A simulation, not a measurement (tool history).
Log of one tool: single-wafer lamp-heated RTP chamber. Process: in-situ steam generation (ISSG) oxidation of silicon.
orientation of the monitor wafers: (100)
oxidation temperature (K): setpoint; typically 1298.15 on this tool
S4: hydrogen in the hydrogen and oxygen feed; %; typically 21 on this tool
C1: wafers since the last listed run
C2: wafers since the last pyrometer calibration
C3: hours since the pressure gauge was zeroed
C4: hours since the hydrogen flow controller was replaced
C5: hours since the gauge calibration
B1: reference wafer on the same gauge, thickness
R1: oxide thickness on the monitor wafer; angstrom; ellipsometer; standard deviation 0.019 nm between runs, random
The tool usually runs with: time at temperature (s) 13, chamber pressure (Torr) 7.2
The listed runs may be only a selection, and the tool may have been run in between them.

{"run": 1, "hour": 0.0, "oxidation temperature (K)": 1298.15, "time at temperature (s)": 11, "chamber pressure (Torr)": 7.2, "S4": 21, "C1": 0, "C2": 1138, "C3": 4341.1, "C4": 6145.1, "C5": 151.8, "B1": 4.738, "R1": 43.51}
{"run": 2, "hour": 15.4, "oxidation temperature (K)": 1298.15, "time at temperature (s)": 11, "chamber pressure (Torr)": 7.2, "S4": 21, "C1": 198, "C2": 1337, "C3": 4356.5, "C4": 6160.5, "C5": 167.2, "B1": 4.738, "R1": 43.34}
{"run": 3, "hour": 33.2, "oxidation temperature (K)": 1298.15, "time at temperature (s)": 11, "chamber pressure (Torr)": 7.2, "S4": 21, "C1": 229, "C2": 1566, "C3": 4374.3, "C4": 6178.3, "C5": 185.0, "B1": 4.744, "R1": 43.85}
{"run": 4, "hour": 48.0, "oxidation temperature (K)": 1306.15, "time at temperature (s)": 13, "chamber pressure (Torr)": 7.5, "S4": 21, "C1": 190, "C2": 1756, "C3": 4389.1, "C4": 6193.1, "C5": 199.8, "B1": 4.74, "R1": 49.28}
{"run": 5, "hour": 56.9, "oxidation temperature (K)": 1306.15, "time at temperature (s)": 13, "chamber pressure (Torr)": 7.5, "S4": 21, "C1": 114, "C2": 1871, "C3": 4398.0, "C4": 6202.0, "C5": 208.7, "B1": 4.739, "R1": 49.26}
{"run": 6, "hour": 74.0, "oxidation temperature (K)": 1306.15, "time at temperature (s)": 13, "chamber pressure (Torr)": 7.5, "S4": 21, "C1": 220, "C2": 2091, "C3": 4415.1, "C4": 6219.1, "C5": 225.8, "B1": 4.739, "R1": 49.24}
{"run": 7, "hour": 87.6, "oxidation temperature (K)": 1284.15, "time at temperature (s)": 13, "chamber pressure (Torr)": 7.2, "S4": 21, "C1": 175, "C2": 2266, "C3": 4428.7, "C4": 6232.7, "C5": 239.4, "B1": 4.741, "R1": 44.52}
{"hour": 94.9, "done": "gauge calibrated"}
{"run": 8, "hour": 101.2, "oxidation temperature (K)": 1298.15, "time at temperature (s)": 13, "chamber pressure (Torr)": 7.2, "S4": 21, "C1": 175, "C2": 2441, "C3": 4442.3, "C4": 6246.3, "C5": 6.3, "B1": 4.735, "R1": 47.71}
{"run": 9, "hour": 110.6, "oxidation temperature (K)": 1298.15, "time at temperature (s)": 13, "chamber pressure (Torr)": 7.2, "S4": 21, "C1": 120, "C2": 2562, "C3": 4451.7, "C4": 6255.7, "C5": 15.7, "B1": 4.736, "R1": 47.63}
{"run": 10, "hour": 117.4, "oxidation temperature (K)": 1282.15, "time at temperature (s)": 11, "chamber pressure (Torr)": 7.2, "S4": 21, "C1": 87, "C2": 2649, "C3": 4458.5, "C4": 6262.5, "C5": 22.5, "B1": 4.74, "R1": 41.16}
{"hour": 134.1, "done": "pressure gauge zeroed"}
{"run": 11, "hour": 134.6, "oxidation temperature (K)": 1298.15, "time at temperature (s)": 13, "chamber pressure (Torr)": 7.6, "S4": 21, "C1": 118, "C2": 2768, "C3": 0.5, "C4": 6279.7, "C5": 39.7, "B1": 4.741, "R1": 47.93}
{"run": 12, "hour": 142.8, "oxidation temperature (K)": 1298.15, "time at temperature (s)": 10, "chamber pressure (Torr)": 6.9, "S4": 26, "C1": 105, "C2": 2873, "C3": 8.7, "C4": 6287.9, "C5": 47.9, "B1": 4.731, "R1": 44.57}
{"hour": 162.0, "done": "pyrometer window cleaned and pyrometer calibrated"}
{"hour": 165.1, "done": "hydrogen flow controller replaced"}
{"run": 13, "hour": 165.6, "oxidation temperature (K)": 1283.15, "time at temperature (s)": 9, "chamber pressure (Torr)": 6.9, "S4": 26, "C1": 149, "C2": 6, "C3": 31.5, "C4": 0.5, "C5": 70.7, "B1": 4.737, "R1": 38.67}
{"run": 14, "hour": 166.7, "oxidation temperature (K)": 1298.15, "time at temperature (s)": 13, "chamber pressure (Torr)": 7.2, "S4": 21, "C1": 14, "C2": 20, "C3": 32.6, "C4": 1.6, "C5": 71.8, "B1": 4.732, "R1": 45.47}
{"run": 15, "hour": 179.5, "oxidation temperature (K)": 1298.15, "time at temperature (s)": 13, "chamber pressure (Torr)": 6.9, "S4": 27, "C1": 164, "C2": 184, "C3": 45.4, "C4": 14.4, "C5": 84.6, "B1": 4.741, "R1": 48.96}
{"run": 16, "hour": 190.3, "oxidation temperature (K)": 1292.15, "time at temperature (s)": 15, "chamber pressure (Torr)": 6.9, "S4": 12, "C1": 138, "C2": 323, "C3": 56.2, "C4": 25.2, "C5": 95.4, "B1": 4.735, "R1": 41.84}
{"run": 17, "hour": 202.4, "oxidation temperature (K)": 1309.15, "time at temperature (s)": 8, "chamber pressure (Torr)": 6.9, "S4": 21, "C1": 155, "C2": 479, "C3": 68.3, "C4": 37.3, "C5": 107.5, "B1": 4.741, "R1": 38.2}
{"run": 18, "hour": 214.2, "oxidation temperature (K)": 1290.15, "time at temperature (s)": 13, "chamber pressure (Torr)": 7.2, "S4": 21, "C1": 151, "C2": 631, "C3": 80.1, "C4": 49.1, "C5": 119.3, "B1": 4.738, "R1": 45.13}
{"run": 19, "hour": 227.9, "oxidation temperature (K)": 1298.15, "time at temperature (s)": 13, "chamber pressure (Torr)": 7.2, "S4": 21, "C1": 176, "C2": 807, "C3": 93.8, "C4": 62.8, "C5": 133.0, "B1": 4.735, "R1": 46.58}
{"run": 20, "hour": 242.9, "oxidation temperature (K)": 1282.15, "time at temperature (s)": 13, "chamber pressure (Torr)": 7.2, "S4": 21, "C1": 193, "C2": 1000, "C3": 108.8, "C4": 77.8, "C5": 148.0, "B1": 4.746, "R1": 43.64}
{"run": 21, "hour": 253.3, "oxidation temperature (K)": 1298.15, "time at temperature (s)": 14, "chamber pressure (Torr)": 7.2, "S4": 21, "C1": 133, "C2": 1134, "C3": 119.2, "C4": 88.2, "C5": 158.4, "B1": 4.747, "R1": 48.42}
{"run": 22, "hour": 268.3, "oxidation temperature (K)": 1298.15, "time at temperature (s)": 13, "chamber pressure (Torr)": 7.2, "S4": 30, "C1": 193, "C2": 1327, "C3": 134.2, "C4": 103.2, "C5": 173.4, "B1": 4.737, "R1": 51.59}

What if the next run were any one of these 3? Each begins from the tool's condition after run 22:
{"run": "A", "hour": 268.7, "oxidation temperature (K)": 1298.15, "time at temperature (s)": 13, "chamber pressure (Torr)": 7.2, "S4": 21, "C1": 5, "C2": 1332, "C3": 134.6, "C4": 103.6, "C5": 173.8, "B1": "?", "R1": "?"}
{"run": "B", "hour": 268.7, "oxidation temperature (K)": 1298.15, "time at temperature (s)": 12, "chamber pressure (Torr)": 6.9, "S4": 21, "C1": 5, "C2": 1332, "C3": 134.6, "C4": 103.6, "C5": 173.8, "B1": "?", "R1": "?"}
{"run": "C", "hour": 268.7, "oxidation temperature (K)": 1279.15, "time at temperature (s)": 13, "chamber pressure (Torr)": 7.2, "S4": 21, "C1": 5, "C2": 1332, "C3": 134.6, "C4": 103.6, "C5": 173.8, "B1": "?", "R1": "?"}

run=A B1=4.736 R1=46.91
run=B B1=4.736 R1=45.03
run=C B1=4.736 R1=43.35
Without the tool's hidden state the same runs would have given:
run=A R1=45.44
run=B R1=43.65
run=C R1=42.15

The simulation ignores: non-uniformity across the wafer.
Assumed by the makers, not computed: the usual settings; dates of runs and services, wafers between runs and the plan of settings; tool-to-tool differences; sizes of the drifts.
